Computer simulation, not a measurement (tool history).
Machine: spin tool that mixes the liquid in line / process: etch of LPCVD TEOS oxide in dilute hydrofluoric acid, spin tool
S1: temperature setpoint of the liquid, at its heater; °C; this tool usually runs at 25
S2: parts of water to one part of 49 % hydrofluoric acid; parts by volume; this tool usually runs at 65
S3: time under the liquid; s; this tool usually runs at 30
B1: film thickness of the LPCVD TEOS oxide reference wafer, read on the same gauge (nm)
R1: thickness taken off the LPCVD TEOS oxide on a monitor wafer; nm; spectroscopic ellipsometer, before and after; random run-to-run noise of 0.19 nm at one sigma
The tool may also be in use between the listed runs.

Run 1, hour 0.0: usual settings but S2 90 parts by volume; B1 80.05. Result: R1 15.57 nm.
Run 2, hour 71.3: usual settings but S2 90 parts by volume; B1 80.01. Result: R1 15.42 nm.
Run 3, hour 134.6: usual settings; B1 79.97. Result: R1 22.21 nm.
Run 4, hour 205.9: usual settings; B1 79.99. Result: R1 22.14 nm.
Run 5, hour 230.0: usual settings; B1 79.97. Result: R1 22.36 nm.
Run 6, hour 298.5: usual settings; B1 80.01. Result: R1 22.66 nm.
Run 7, hour 350.7: usual settings but S2 75 parts by volume; B1 79.97. Result: R1 19.07 nm.
Run 8, hour 413.6: usual settings but S2 75 parts by volume; B1 80.01. Result: R1 19.62 nm.
Run 9, hour 461.0: usual settings but S2 75 parts by volume; B1 79.99. Result: R1 19.28 nm.
At hour 464.7: gauge calibrated.
Run 10, hour 496.2: usual settings; B1 79.97. Result: R1 23.19 nm.
Run 11, hour 526.3: usual settings but S3 25 s; B1 80.06. Result: R1 19.08 nm.
Run 12, hour 574.8: usual settings but S3 25 s; B1 79.96. Result: R1 19.01 nm.
Run 13, hour 644.1: usual settings but S1 21 °C, S3 15 s; B1 80.01. Result: R1 9.64 nm.
At hour 673.0: thermometer replaced.
Run 14, hour 676.9: usual settings but S2 80 parts by volume; B1 80.01. Result: R1 18.18 nm.

Predict the results of run 15:
Run 15, hour 719.2: usual settings; B1 ?. Result: R1 ?.

{"run 15": {"B1": 79.99, "R1": 22.8}}
On a tool with no hidden condition, and with the same random variation, this run would have come out at R1 20.51 nm.
